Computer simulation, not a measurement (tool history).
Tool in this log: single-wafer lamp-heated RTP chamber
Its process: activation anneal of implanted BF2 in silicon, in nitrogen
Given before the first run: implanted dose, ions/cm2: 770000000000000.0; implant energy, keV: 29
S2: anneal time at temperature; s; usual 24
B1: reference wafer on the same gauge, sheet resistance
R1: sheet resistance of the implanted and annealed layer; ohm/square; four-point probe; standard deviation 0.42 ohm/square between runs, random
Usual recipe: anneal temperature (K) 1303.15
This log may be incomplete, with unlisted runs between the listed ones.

Run 1, hour 0.0: usual settings but S2 15 s; B1 169.03. Result: R1 173.54 ohm/square.
Run 2, hour 53.0: usual settings but anneal temperature (K) 1324.15; B1 168.87. Result: R1 163.34 ohm/square.
Run 3, hour 85.2: usual settings but anneal temperature (K) 1324.15; B1 168.99. Result: R1 163.16 ohm/square.
Run 4, hour 133.6: usual settings but anneal temperature (K) 1324.15; B1 168.93. Result: R1 163.75 ohm/square.
Run 5, hour 175.7: usual settings; B1 168.90. Result: R1 168.99 ohm/square.
Run 6, hour 217.7: usual settings; B1 169.05. Result: R1 168.77 ohm/square.
At hour 239.8: reflector plate cleaned.
Run 7, hour 282.1: usual settings but S2 18 s; B1 169.02. Result: R1 171.59 ohm/square.
At hour 294.0: pyrometer window cleaned and pyrometer calibrated.
Run 8, hour 308.0: usual settings but S2 18 s; B1 169.05. Result: R1 171.59 ohm/square.
Run 9, hour 469.9: usual settings; B1 169.03. Result: R1 169.08 ohm/square.
Run 10, hour 526.1: usual settings; B1 169.12. Result: R1 169.85 ohm/square.
Run 11, hour 579.2: usual settings but anneal temperature (K) 1320.15; B1 169.13. Result: R1 164.85 ohm/square.
Run 12, hour 612.6: usual settings but anneal temperature (K) 1286.15, S2 30 s; B1 168.97. Result: R1 172.93 ohm/square.
At hour 656.8: reflector plate cleaned.
Run 13, hour 658.4: usual settings but anneal temperature (K) 1286.15, S2 30 s; B1 169.02. Result: R1 173.46 ohm/square.
At hour 670.8: pyrometer window cleaned and pyrometer calibrated.
Run 14, hour 694.7: usual settings; B1 169.05. Result: R1 168.18 ohm/square.
Run 15, hour 726.6: usual settings; B1 169.13. Result: R1 168.36 ohm/square.
Run 16, hour 772.3: usual settings; B1 168.98. Result: R1 168.78 ohm/square.
At hour 837.7: gauge calibrated.
Run 17, hour 852.8: usual settings but anneal temperature (K) 1276.15, S2 20 s; B1 168.95. Result: R1 182.59 ohm/square.
Run 18, hour 895.9: usual settings but anneal temperature (K) 1319.15, S2 19 s; B1 168.94. Result: R1 165.94 ohm/square.
Run 19, hour 951.0: usual settings but anneal temperature (K) 1321.15, S2 32 s; B1 169.06. Result: R1 161.06 ohm/square.
At hour 997.5: pyrometer window cleaned and pyrometer calibrated.
Run 20, hour 998.0: usual settings but S2 35 s; B1 169.07. Result: R1 164.87 ohm/square.
At hour 1033.6: reflector plate cleaned.
Run 21, hour 1178.1: usual settings; B1 169.11. Result: R1 168.86 ohm/square.
Run 22, hour 1228.5: usual settings but S2 16 s; B1 168.98. Result: R1 171.68 ohm/square.
Run 23, hour 1273.6: usual settings but anneal temperature (K) 1273.15, S2 28 s; B1 169.01. Result: R1 181.14 ohm/square.
Run 24, hour 1313.9: usual settings but anneal temperature (K) 1332.15, S2 29 s; B1 169.01. Result: R1 159.80 ohm/square.
Run 25, hour 1352.7: usual settings but anneal temperature (K) 1320.15; B1 169.13. Result: R1 164.59 ohm/square.
Run 26, hour 1385.0: usual settings but anneal temperature (K) 1275.15, S2 31 s; B1 169.05. Result: R1 178.68 ohm/square.
At hour 1402.1: reflector plate cleaned.
At hour 1403.5: pyrometer window cleaned and pyrometer calibrated.
Run 27, hour 1424.2: usual settings but anneal temperature (K) 1277.15, S2 19 s; B1 168.89. Result: R1 182.38 ohm/square.
Run 28, hour 1483.1: usual settings but anneal temperature (K) 1289.15; B1 168.88. Result: R1 174.23 ohm/square.
Run 29, hour 1525.8: usual settings; B1 169.08. Result: R1 168.59 ohm/square.
Run 30, hour 1554.3: usual settings but S2 32 s; B1 168.90. Result: R1 165.91 ohm/square.
Run 31, hour 1586.8: usual settings; B1 169.14. Result: R1 168.23 ohm/square.
Run 32, hour 1652.0: usual settings; B1 169.08. Result: R1 168.63 ohm/square.
Run 33, hour 1681.4: usual settings but S2 33 s; B1 169.20. Result: R1 165.89 ohm/square.
Run 34, hour 1717.1: usual settings but S2 37 s; B1 169.05. Result: R1 165.29 ohm/square.
Run 35, hour 1768.9: usual settings; B1 168.90. Result: R1 168.50 ohm/square.

Forecast each of these 5 alternatives for the next run:
Run A, hour 1769.3: usual settings but anneal temperature (K) 1332.15; B1 ?. Result: R1 ?.
Run B, hour 1769.3: usual settings but anneal temperature (K) 1283.15; B1 ?. Result: R1 ?.
Run C, hour 1769.3: usual settings but anneal temperature (K) 1318.15, S2 16 s; B1 ?. Result: R1 ?.
Run D, hour 1769.3: usual settings but anneal temperature (K) 1277.15, S2 33 s; B1 ?. Result: R1 ?.
Run E, hour 1769.3: usual settings but anneal temperature (K) 1291.15, S2 20 s; B1 ?. Result: R1 ?.

run      B1      R1
  A  169.10  161.25
  B  169.10  176.71
  C  169.10  167.84
  D  169.10  176.53
  E  169.10  174.69
Take away the tool's hidden state, keep each run's random variation, and the runs would have read:
run      R1
  A  161.25
  B  176.71
  C  167.84
  D  176.53
  E  174.69
